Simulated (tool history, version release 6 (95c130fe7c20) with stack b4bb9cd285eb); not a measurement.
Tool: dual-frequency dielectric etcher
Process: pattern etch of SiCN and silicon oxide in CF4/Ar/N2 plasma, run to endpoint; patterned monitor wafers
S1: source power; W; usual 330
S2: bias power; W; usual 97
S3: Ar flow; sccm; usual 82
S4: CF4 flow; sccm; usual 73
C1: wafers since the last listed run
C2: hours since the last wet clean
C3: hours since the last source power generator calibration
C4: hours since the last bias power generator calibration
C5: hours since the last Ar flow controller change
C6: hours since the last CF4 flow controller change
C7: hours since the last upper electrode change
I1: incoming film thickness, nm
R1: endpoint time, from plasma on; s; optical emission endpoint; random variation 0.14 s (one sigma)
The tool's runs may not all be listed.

| run | day | S1 | S2 | S3 | S4 | C1 | C2 | C3 | C4 | C5 | C6 | C7 | I1 | R1 |
|---|---|---|---|---|---|---|---|---|---|---|---|---|---|---|
| 1 | 0 | 330 | 97 | 82 | 73 | 0 | 74.3 | 4087.4 | 3560.6 | 240 | 1599.9 | 2752.8 | 12.84 | 18.9 |
| 2 | 3.721 | 330 | 97 | 82 | 73 | 1459 | 163.6 | 4176.7 | 3649.9 | 329.3 | 1689.2 | 2842.1 | 12.94 | 19 |
| 3 | 6.588 | 330 | 97 | 82 | 86 | 1124 | 232.4 | 4245.5 | 3718.7 | 398.1 | 1758 | 2910.9 | 12.93 | 18.4 |
| 4 | 8.238 | 330 | 97 | 82 | 73 | 647 | 272 | 4285.1 | 3758.3 | 437.7 | 1797.6 | 2950.5 | 12.78 | 18.6 |
| 5 | 11.229 | 330 | 97 | 82 | 73 | 1173 | 343.8 | 4356.9 | 3830.1 | 509.5 | 1869.4 | 3022.3 | 12.92 | 18.3 |
| 6 | 15.075 | 330 | 97 | 82 | 73 | 1508 | 436.1 | 4449.2 | 3922.4 | 601.8 | 1961.7 | 3114.6 | 12.89 | 18.1 |
| 7 | 17.021 | 330 | 113 | 91 | 73 | 763 | 482.8 | 4495.9 | 3969.1 | 648.5 | 2008.4 | 3161.3 | 12.96 | 17.7 |
|  | 18.179 | wet clean of the chamber |
| 8 | 18.988 | 330 | 113 | 91 | 73 | 379 | 19.4 | 4543.1 | 4016.3 | 695.7 | 2055.6 | 3208.5 | 12.74 | 18.8 |
| 9 | 22.446 | 330 | 113 | 91 | 73 | 1356 | 102.4 | 4626.1 | 4099.3 | 778.7 | 2138.6 | 3291.5 | 12.9 | 18.7 |
| 10 | 26.933 | 330 | 97 | 82 | 73 | 1759 | 210.1 | 4733.8 | 4207 | 886.4 | 2246.3 | 3399.2 | 12.99 | 19.1 |
| 11 | 29.2 | 330 | 97 | 82 | 73 | 888 | 264.5 | 4788.2 | 4261.4 | 940.8 | 2300.7 | 3453.6 | 12.74 | 18.6 |
|  | 32.462 | source power generator calibrated |
| 12 | 32.629 | 330 | 97 | 82 | 73 | 1279 | 346.8 | 4 | 4343.7 | 1023.1 | 2383 | 3535.9 | 12.91 | 18.6 |
|  | 34.692 | wet clean of the chamber |
| 13 | 34.712 | 300 | 104 | 96 | 73 | 424 | 0.5 | 54 | 4393.7 | 1073.1 | 2433 | 3585.9 | 12.93 | 21.2 |
| 14 | 38.596 | 250 | 97 | 82 | 73 | 1522 | 93.7 | 147.2 | 4486.9 | 1166.3 | 2526.2 | 3679.1 | 12.96 | 25.1 |
|  | 40.612 | upper electrode replaced |
| 15 | 42.708 | 380 | 104 | 64 | 65 | 1220 | 192.4 | 245.9 | 4585.6 | 1265 | 2624.9 | 50.3 | 12.98 | 16 |
| 16 | 45.442 | 330 | 97 | 82 | 73 | 1071 | 258 | 311.5 | 4651.2 | 1330.6 | 2690.5 | 115.9 | 12.92 | 18.4 |
| 17 | 49.279 | 260 | 120 | 82 | 79 | 1504 | 350.1 | 403.6 | 4743.3 | 1422.7 | 2782.6 | 208 | 12.91 | 22 |
|  | 51.45 | bias power generator calibrated |
| 18 | 53.258 | 330 | 97 | 82 | 79 | 1495 | 445.6 | 499.1 | 43.4 | 1518.2 | 2878.1 | 303.5 | 13.01 | 18.4 |
|  | 53.65 | CF4 flow controller replaced |
|  | 54.808 | Ar flow controller replaced |
|  | 55.9 | wet clean of the chamber |
| 19 | 56.904 | 310 | 117 | 82 | 83 | 841 | 24.1 | 586.6 | 130.9 | 50.3 | 78.1 | 391 | 12.92 | 19.4 |
| 20 | 60.712 | 330 | 87 | 82 | 73 | 1493 | 115.5 | 678 | 222.3 | 141.7 | 169.5 | 482.4 | 12.98 | 19.6 |
| 21 | 63.496 | 330 | 97 | 82 | 73 | 1091 | 182.3 | 744.8 | 289.1 | 208.5 | 236.3 | 549.2 | 13 | 19.2 |
| 22 | 66.533 | 330 | 97 | 82 | 73 | 1191 | 255.2 | 817.7 | 362 | 281.4 | 309.2 | 622.1 | 12.98 | 19.1 |
|  | 76.196 | wet clean of the chamber |
| 23 | 76.808 | 330 | 97 | 82 | 73 | 3637 | 14.7 | 1064.3 | 608.6 | 528 | 555.8 | 868.7 | 12.95 | 19.2 |
| 24 | 80.925 | 330 | 97 | 82 | 73 | 1614 | 113.5 | 1163.1 | 707.4 | 626.8 | 654.6 | 967.5 | 12.89 | 18.8 |
| 25 | 84.925 | 330 | 111 | 101 | 64 | 1568 | 209.5 | 1259.1 | 803.4 | 722.8 | 750.6 | 1063.5 | 12.9 | 19.2 |

3 ways to go on from here, each from the tool as it stands after run 25. What would each give?
| A | 84.942 | 330 | 97 | 64 | 73 | 6 | 209.9 | 1259.5 | 803.8 | 723.2 | 751 | 1063.9 | 12.93 | ? |
| B | 84.942 | 400 | 97 | 82 | 73 | 6 | 209.9 | 1259.5 | 803.8 | 723.2 | 751 | 1063.9 | 12.93 | ? |
| C | 84.942 | 380 | 97 | 95 | 73 | 6 | 209.9 | 1259.5 | 803.8 | 723.2 | 751 | 1063.9 | 12.93 | ? |

| run | R1 |
|---|---|
| A | 18.2 |
| B | 15.6 |
| C | 16.6 |
Without the tool's hidden state the same runs would have given:
| run | R1 |
|---|---|
| A | 18.7 |
| B | 16 |
| C | 17.1 |
